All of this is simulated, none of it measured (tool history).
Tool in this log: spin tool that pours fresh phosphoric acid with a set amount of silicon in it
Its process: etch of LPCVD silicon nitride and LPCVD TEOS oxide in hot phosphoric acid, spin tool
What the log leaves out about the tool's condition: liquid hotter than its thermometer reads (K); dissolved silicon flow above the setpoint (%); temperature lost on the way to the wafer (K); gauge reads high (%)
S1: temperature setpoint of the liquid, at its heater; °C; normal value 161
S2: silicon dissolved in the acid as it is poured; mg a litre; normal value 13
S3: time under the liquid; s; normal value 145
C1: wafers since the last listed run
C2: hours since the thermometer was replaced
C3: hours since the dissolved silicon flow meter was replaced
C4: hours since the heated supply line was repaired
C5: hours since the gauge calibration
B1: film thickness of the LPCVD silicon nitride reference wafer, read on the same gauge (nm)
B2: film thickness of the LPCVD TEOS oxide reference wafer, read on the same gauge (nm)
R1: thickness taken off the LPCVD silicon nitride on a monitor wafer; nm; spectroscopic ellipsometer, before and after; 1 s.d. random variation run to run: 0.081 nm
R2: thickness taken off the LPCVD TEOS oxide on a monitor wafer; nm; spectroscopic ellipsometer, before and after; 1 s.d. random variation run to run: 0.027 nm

| run | day | S1 | S2 | S3 | C1 | C2 | C3 | C4 | C5 | B1 | B2 | R1 | R2 |
|---|---|---|---|---|---|---|---|---|---|---|---|---|---|
| 1 | 0 | 163.5 | 13 | 145 | 0 | 91.3 | 1756.8 | 214.6 | 456.3 | 69.97 | 69.991 | 20.81 | 0.461 |
| 2 | 1.367 | 161 | 13 | 145 | 294 | 124.1 | 1789.6 | 247.4 | 489.1 | 70.04 | 69.96 | 19.05 | 0.364 |
| 3 | 2.617 | 161 | 15.5 | 145 | 269 | 154.1 | 1819.6 | 277.4 | 519.1 | 70 | 70.013 | 19.11 | 0.354 |
| 4 | 3.529 | 161 | 13 | 105 | 196 | 176 | 1841.5 | 299.3 | 541 | 69.97 | 69.989 | 13.91 | 0.263 |
|  | 4.558 | dissolved silicon flow meter replaced |
| 5 | 4.925 | 161 | 13 | 145 | 292 | 209.5 | 8.8 | 332.8 | 574.5 | 69.97 | 70.018 | 19.26 | 0.332 |
| 6 | 5.625 | 158 | 17 | 145 | 150 | 226.3 | 25.6 | 349.6 | 591.3 | 70 | 69.993 | 17.24 | 0.277 |
| 7 | 6.492 | 158.5 | 18 | 145 | 186 | 247.1 | 46.4 | 370.4 | 612.1 | 70.04 | 70.011 | 17.72 | 0.261 |
| 8 | 7.646 | 161 | 22 | 145 | 248 | 274.8 | 74.1 | 398.1 | 639.8 | 70.02 | 69.974 | 19.19 | 0.311 |
| 9 | 8.404 | 161 | 13 | 145 | 163 | 293 | 92.3 | 416.3 | 658 | 69.99 | 70.004 | 19.39 | 0.333 |
|  | 8.925 | gauge calibrated |
| 10 | 9.696 | 159.5 | 23 | 190 | 278 | 324 | 123.3 | 447.3 | 18.5 | 69.99 | 69.997 | 23.86 | 0.342 |
| 11 | 10.775 | 161 | 13 | 65 | 232 | 349.9 | 149.2 | 473.2 | 44.4 | 69.99 | 70.041 | 8.64 | 0.165 |
| 12 | 11.417 | 159 | 15 | 145 | 138 | 365.3 | 164.6 | 488.6 | 59.8 | 69.97 | 69.963 | 17.98 | 0.307 |
| 13 | 12.796 | 161 | 8.5 | 120 | 297 | 398.4 | 197.7 | 521.7 | 92.9 | 70.03 | 70.024 | 15.87 | 0.369 |
| 14 | 13.362 | 161 | 10 | 70 | 122 | 412 | 211.3 | 535.3 | 106.5 | 70.02 | 69.995 | 9.27 | 0.178 |
| 15 | 14.208 | 161 | 13 | 175 | 182 | 432.3 | 231.6 | 555.6 | 126.8 | 70.02 | 70.008 | 23.11 | 0.441 |
| 16 | 14.988 | 159 | 22.5 | 145 | 168 | 451 | 250.3 | 574.3 | 145.5 | 69.98 | 70.031 | 17.93 | 0.226 |
| 17 | 16.112 | 161 | 13 | 145 | 242 | 478 | 277.3 | 601.3 | 172.5 | 69.97 | 70.018 | 19.35 | 0.335 |
| 18 | 18.308 | 158 | 19.5 | 60 | 473 | 530.7 | 330 | 654 | 225.2 | 69.99 | 70.014 | 7.24 | 0.108 |
| 19 | 19.429 | 162.5 | 4 | 120 | 241 | 557.6 | 356.9 | 680.9 | 252.1 | 69.99 | 69.993 | 16.84 | 0.46 |
| 20 | 23.688 | 162.5 | 21 | 65 | 918 | 659.8 | 459.1 | 783.1 | 354.3 | 70 | 69.956 | 9.08 | 0.147 |
| 21 | 24.204 | 163 | 17 | 145 | 111 | 672.2 | 471.5 | 795.5 | 366.7 | 70.01 | 70.028 | 20.65 | 0.425 |
| 22 | 24.717 | 161 | 13 | 145 | 110 | 684.5 | 483.8 | 807.8 | 379 | 69.98 | 69.999 | 19.42 | 0.325 |
| 23 | 26.083 | 161 | 13 | 145 | 294 | 717.3 | 516.6 | 840.6 | 411.8 | 69.98 | 70.036 | 19.35 | 0.37 |

Here are 3 independent what-if runs from the current tool condition. What would each one return?
| A | 26.104 | 161 | 3 | 145 | 4 | 717.8 | 517.1 | 841.1 | 412.3 | ? | ? | ? | ? |
| B | 26.104 | 161 | 5 | 195 | 4 | 717.8 | 517.1 | 841.1 | 412.3 | ? | ? | ? | ? |
| C | 26.104 | 161 | 21 | 90 | 4 | 717.8 | 517.1 | 841.1 | 412.3 | ? | ? | ? | ? |

| run | B1 | B2 | R1 | R2 |
|---|---|---|---|---|
| A | 70.04 | 70.008 | 19.42 | 0.407 |
| B | 70.04 | 70.008 | 26.11 | 0.526 |
| C | 70.04 | 70.008 | 12.05 | 0.165 |
The same runs, with their run-to-run variation unchanged, on a tool lacking any hidden condition would have given:
| run | R1 | R2 |
|---|---|---|
| A | 19.07 | 0.391 |
| B | 25.65 | 0.506 |
| C | 11.84 | 0.159 |
